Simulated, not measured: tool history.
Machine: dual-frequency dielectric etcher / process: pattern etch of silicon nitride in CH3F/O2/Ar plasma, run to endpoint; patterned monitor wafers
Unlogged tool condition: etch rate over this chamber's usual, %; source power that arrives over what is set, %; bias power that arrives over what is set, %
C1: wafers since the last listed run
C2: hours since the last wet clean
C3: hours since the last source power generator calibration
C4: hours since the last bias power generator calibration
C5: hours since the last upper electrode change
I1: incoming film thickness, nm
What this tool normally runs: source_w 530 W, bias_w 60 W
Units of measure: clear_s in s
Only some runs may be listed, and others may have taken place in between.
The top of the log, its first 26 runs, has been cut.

{"run": 27, "day": 14.25, "source_w": 570, "bias_w": 47, "C1": 91, "C2": 269.2, "C3": 144.2, "C4": 129.9, "C5": 6.1, "I1": 29.07, "clear_s": 42.1}
{"run": 28, "day": 14.692, "source_w": 620, "bias_w": 55, "C1": 183, "C2": 279.8, "C3": 154.8, "C4": 140.5, "C5": 16.7, "I1": 29.45, "clear_s": 39.2}
{"run": 29, "day": 15.288, "source_w": 530, "bias_w": 60, "C1": 248, "C2": 294.1, "C3": 169.1, "C4": 154.8, "C5": 31, "I1": 29.29, "clear_s": 40.7}
{"run": 30, "day": 16.008, "source_w": 620, "bias_w": 60, "C1": 300, "C2": 311.4, "C3": 186.4, "C4": 172.1, "C5": 48.3, "I1": 29.18, "clear_s": 37.4}
{"run": 31, "day": 16.567, "source_w": 610, "bias_w": 60, "C1": 232, "C2": 324.8, "C3": 199.8, "C4": 185.5, "C5": 61.7, "I1": 29.36, "clear_s": 37.9}
{"run": 32, "day": 17.3, "source_w": 440, "bias_w": 60, "C1": 305, "C2": 342.4, "C3": 217.4, "C4": 203.1, "C5": 79.3, "I1": 29.5, "clear_s": 45.8}
{"run": 33, "day": 17.75, "source_w": 640, "bias_w": 51, "C1": 187, "C2": 353.2, "C3": 228.2, "C4": 213.9, "C5": 90.1, "I1": 29.45, "clear_s": 39.5}
{"run": 34, "day": 18.179, "source_w": 480, "bias_w": 70, "C1": 178, "C2": 363.5, "C3": 238.5, "C4": 224.2, "C5": 100.4, "I1": 29.4, "clear_s": 41.5}
{"run": 35, "day": 18.858, "source_w": 460, "bias_w": 56, "C1": 282, "C2": 379.8, "C3": 254.8, "C4": 240.5, "C5": 116.7, "I1": 29.11, "clear_s": 45.8}
{"run": 36, "day": 19.429, "source_w": 620, "bias_w": 53, "C1": 237, "C2": 393.5, "C3": 268.5, "C4": 254.2, "C5": 130.4, "I1": 29.09, "clear_s": 39.2}

Forecast each of these 3 alternatives for the next run:
{"run": "A", "day": 19.446, "source_w": 530, "bias_w": 60, "C1": 6, "C2": 393.9, "C3": 268.9, "C4": 254.6, "C5": 130.8, "I1": 29.23, "clear_s": "?"}
{"run": "B", "day": 19.446, "source_w": 530, "bias_w": 45, "C1": 6, "C2": 393.9, "C3": 268.9, "C4": 254.6, "C5": 130.8, "I1": 29.23, "clear_s": "?"}
{"run": "C", "day": 19.446, "source_w": 450, "bias_w": 46, "C1": 6, "C2": 393.9, "C3": 268.9, "C4": 254.6, "C5": 130.8, "I1": 29.23, "clear_s": "?"}

run=A clear_s=41.3
run=B clear_s=45
run=C clear_s=49.3
The same runs, with their run-to-run variation unchanged, on a tool lacking any hidden condition would have given:
run=A clear_s=40.1
run=B clear_s=43.7
run=C clear_s=47.9
